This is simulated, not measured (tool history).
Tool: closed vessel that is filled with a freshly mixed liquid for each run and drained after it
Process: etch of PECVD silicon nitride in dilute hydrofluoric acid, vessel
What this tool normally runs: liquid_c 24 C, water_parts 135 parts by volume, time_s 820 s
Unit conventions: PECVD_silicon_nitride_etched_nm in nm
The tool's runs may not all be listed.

run   hour  liquid_c  water_parts  time_s  read-back film thickness of the PECVD silicon nitride reference wafer, read on the same gauge (nm)  PECVD_silicon_nitride_etched_nm
  1      0        21          135     820                                                                                               40.02                            19.64
  2   35.1        21          135     820                                                                                               40.02                            19.61
  3     56        21          135     820                                                                                               40.01                             19.8
  4   72.9        24          180     820                                                                                               40.01                            17.95
  5   87.5        24          135     820                                                                                                  40                            23.75
  6  109.9      21.5          135     470                                                                                                  40                            11.63
  7  145.9        24          135     950                                                                                               40.02                            27.72
  8  160.6        24          135     820                                                                                                  40                            23.93
  9  187.5        24          135     820                                                                                               40.01                            23.82
 10  260.9        24          135     820                                                                                                  40                            24.04
 11  283.9        24          135     820                                                                                                  40                            24.02
 12  308.3        24          135     820                                                                                                  40                            24.18
 13  341.2      25.5          135     950                                                                                               39.98                            30.63
 14  364.3        24          135     820                                                                                                  40                            24.05
 15  381.9        24          135     820                                                                                               39.98                            24.09
 16  408.1        24          135     820                                                                                               39.99                            23.98
 17  432.1      26.5           70     585                                                                                               40.01                            38.51
 18    465        24          135     820                                                                                               40.02                            24.07
 19  497.2        24          135     820                                                                                               40.01                            24.11
 20  518.5        29          135    1250                                                                                                  40                            50.42
 21  554.4      27.5           90    1195                                                                                                  40                            66.01
 22    577        24          100     475                                                                                               39.99                            18.72
 23  592.3      19.5          110     410                                                                                               39.99                            10.88
 24  606.5        20          110     820                                                                                                  40                            22.54
 25  627.5        24          135     820                                                                                                  40                            24.11
 26  642.2        24          115     820                                                                                               39.98                            28.25
 27  660.4        24          135     820                                                                                               40.01                            23.36
 28  695.4        19          195     485                                                                                               39.99                             6.95
 29  725.7        24          135     820                                                                                               39.99                            23.46
 30  754.5        22          205     985                                                                                                  40                            16.41
 31  857.2        24           80     820                                                                                                  40                            39.46
 32  876.8        21           65    1130                                                                                                  40                            54.16
 33  890.7        29          110     505                                                                                               40.01                            24.49

Not shown: 3 entries that the log had between the listed runs. Between which runs, and how does the tool's hidden state differ before and after?
Between runs 9 and 10: thermometer replaced (hour 243.5)
  hydrofluoric acid flow above the setpoint (%): 2.72 -> 2.86
  the result without the hidden state subtracted from the measured one, PECVD_silicon_nitride_etched_nm: +0.63 -> +0.66 nm
Between runs 12 and 13: gauge calibrated (hour 327)
  hydrofluoric acid flow above the setpoint (%): 2.94 -> 3
  the result without the hidden state subtracted from the measured one, PECVD_silicon_nitride_etched_nm: +0.68 -> +0.89 nm
Between runs 26 and 27: hydrofluoric acid flow meter replaced (hour 652.1)
  hydrofluoric acid flow above the setpoint (%): 3.55 -> 0.28
  the result without the hidden state subtracted from the measured one, PECVD_silicon_nitride_etched_nm: +0.96 -> +0.07 nm
